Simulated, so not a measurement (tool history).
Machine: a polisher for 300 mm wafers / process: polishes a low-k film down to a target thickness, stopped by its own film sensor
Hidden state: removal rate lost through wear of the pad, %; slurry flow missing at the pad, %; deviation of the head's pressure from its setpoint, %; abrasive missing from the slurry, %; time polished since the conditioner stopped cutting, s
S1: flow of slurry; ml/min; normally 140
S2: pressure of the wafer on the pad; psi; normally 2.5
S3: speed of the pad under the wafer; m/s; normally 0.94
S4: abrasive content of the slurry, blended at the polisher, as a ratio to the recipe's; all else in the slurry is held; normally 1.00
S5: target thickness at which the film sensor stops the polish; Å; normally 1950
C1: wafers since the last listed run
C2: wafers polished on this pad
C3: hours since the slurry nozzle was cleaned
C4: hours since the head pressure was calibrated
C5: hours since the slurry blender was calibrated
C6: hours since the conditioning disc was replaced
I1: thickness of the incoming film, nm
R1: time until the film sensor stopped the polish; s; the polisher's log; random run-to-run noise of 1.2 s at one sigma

| run | day | S1 | S2 | S3 | S4 | S5 | C1 | C2 | C3 | C4 | C5 | C6 | I1 | R1 |
|---|---|---|---|---|---|---|---|---|---|---|---|---|---|---|
| 1 | 0.000 | 140 | 2.5 | 0.94 | 1.00 | 1950 | 0 | 618 | 220.5 | 513.5 | 17.3 | 394.2 | 258.1 | 115.7 |
| 2 | 0.321 | 140 | 2.5 | 0.94 | 1.00 | 1950 | 63 | 681 | 228.2 | 521.2 | 25.0 | 401.9 | 257.0 | 117.7 |
| 3 | 1.038 | 140 | 2.5 | 0.94 | 1.00 | 2120 | 141 | 822 | 245.4 | 538.4 | 42.2 | 419.1 | 261.6 | 93.8 |
| 4 | 1.304 | 140 | 2.5 | 0.94 | 1.00 | 2120 | 52 | 875 | 251.8 | 544.8 | 48.6 | 425.5 | 256.8 | 85.5 |
| 5 | 1.933 | 140 | 2.5 | 0.94 | 1.00 | 1950 | 124 | 999 | 266.9 | 559.9 | 63.7 | 440.6 | 259.3 | 121.5 |
| 6 | 2.650 | 140 | 2.5 | 0.94 | 1.00 | 1950 | 141 | 1141 | 284.1 | 577.1 | 80.9 | 457.8 | 264.2 | 130.7 |
| 7 | 2.908 | 140 | 2.5 | 0.94 | 1.00 | 1950 | 50 | 1192 | 290.3 | 583.3 | 87.1 | 464.0 | 256.7 | 118.8 |
|  | 3.171 | worn pad replaced by a new one |
| 8 | 3.192 | 140 | 2.5 | 0.94 | 1.00 | 2020 | 23 | 4 | 297.1 | 590.1 | 93.9 | 470.8 | 263.9 | 101.5 |
| 9 | 3.712 | 140 | 2.5 | 0.94 | 1.00 | 1950 | 102 | 106 | 309.6 | 602.6 | 106.4 | 483.3 | 261.1 | 111.6 |
| 10 | 4.125 | 115 | 2.5 | 0.94 | 0.90 | 1950 | 81 | 188 | 319.5 | 612.5 | 116.3 | 493.2 | 258.3 | 115.5 |
| 11 | 4.400 | 180 | 2.5 | 0.94 | 1.25 | 1950 | 54 | 242 | 326.1 | 619.1 | 122.9 | 499.8 | 260.0 | 103.6 |
| 12 | 4.908 | 170 | 2.5 | 1.14 | 0.85 | 1950 | 100 | 342 | 338.3 | 631.3 | 135.1 | 512.0 | 261.6 | 102.1 |
|  | 5.400 | head pressure recalibrated |
|  | 5.512 | conditioning disc replaced and pad reconditioned |
| 13 | 5.533 | 140 | 2.5 | 0.94 | 0.85 | 1950 | 90 | 433 | 353.3 | 3.2 | 150.1 | 0.5 | 254.7 | 112.2 |
| 14 | 6.054 | 140 | 2.5 | 0.94 | 1.00 | 1950 | 102 | 536 | 365.8 | 15.7 | 162.6 | 13.0 | 258.6 | 116.0 |
| 15 | 6.696 | 140 | 2.5 | 1.22 | 1.00 | 1950 | 126 | 662 | 381.2 | 31.1 | 178.0 | 28.4 | 256.2 | 92.4 |
| 16 | 7.317 | 140 | 2.3 | 0.94 | 1.00 | 1760 | 122 | 785 | 396.1 | 46.0 | 192.9 | 43.3 | 262.0 | 166.5 |
|  | 7.433 | slurry nozzle cleaned |
| 17 | 7.671 | 140 | 2.5 | 0.94 | 1.00 | 1950 | 61 | 846 | 5.7 | 54.5 | 201.4 | 51.8 | 259.2 | 121.0 |
| 18 | 8.121 | 140 | 2.5 | 1.06 | 1.25 | 1950 | 88 | 935 | 16.5 | 65.3 | 212.2 | 62.6 | 255.7 | 98.7 |
| 19 | 8.625 | 140 | 2.5 | 1.14 | 1.00 | 1950 | 99 | 1034 | 28.6 | 77.4 | 224.3 | 74.7 | 259.0 | 104.2 |
|  | 9.125 | worn pad replaced by a new one |
| 20 | 9.146 | 105 | 2.5 | 0.94 | 1.00 | 1950 | 69 | 4 | 41.1 | 89.9 | 236.8 | 87.2 | 259.1 | 113.8 |
| 21 | 9.708 | 140 | 2.5 | 0.94 | 1.00 | 1950 | 110 | 115 | 54.6 | 103.4 | 250.3 | 100.7 | 261.0 | 115.0 |
| 22 | 10.092 | 140 | 2.5 | 0.94 | 1.00 | 1950 | 75 | 190 | 63.8 | 112.6 | 259.5 | 109.9 | 260.8 | 115.3 |
| 23 | 10.583 | 140 | 2.5 | 0.94 | 1.00 | 1950 | 96 | 287 | 75.6 | 124.4 | 271.3 | 121.7 | 258.3 | 112.4 |
| 24 | 10.946 | 140 | 2.5 | 0.94 | 1.25 | 1950 | 71 | 359 | 84.3 | 133.1 | 280.0 | 130.4 | 263.9 | 117.5 |
| 25 | 11.679 | 120 | 2.9 | 0.94 | 0.80 | 1950 | 144 | 503 | 101.9 | 150.7 | 297.6 | 148.0 | 257.9 | 112.4 |
| 26 | 12.046 | 140 | 2.1 | 0.94 | 1.00 | 1950 | 72 | 576 | 110.7 | 159.5 | 306.4 | 156.8 | 263.1 | 136.7 |

Below are 4 alternative next runs, each starting from the tool's condition after run 26. Predict each:
| A | 12.067 | 140 | 2.5 | 0.68 | 1.00 | 1950 | 4 | 580 | 111.2 | 160.0 | 306.9 | 157.3 | 260.2 | ? |
| B | 12.067 | 165 | 2.5 | 0.94 | 0.80 | 1950 | 4 | 580 | 111.2 | 160.0 | 306.9 | 157.3 | 260.2 | ? |
| C | 12.067 | 140 | 1.8 | 0.94 | 1.00 | 1950 | 4 | 580 | 111.2 | 160.0 | 306.9 | 157.3 | 260.2 | ? |
| D | 12.067 | 140 | 2.9 | 1.02 | 1.20 | 2040 | 4 | 580 | 111.2 | 160.0 | 306.9 | 157.3 | 260.2 | ? |

| run | R1 |
|---|---|
| A | 156.3 |
| B | 123.6 |
| C | 145.0 |
| D | 85.2 |
With no hidden state in the tool, these same runs would have given:
| run | R1 |
|---|---|
| A | 138.3 |
| B | 109.4 |
| C | 128.3 |
| D | 75.4 |
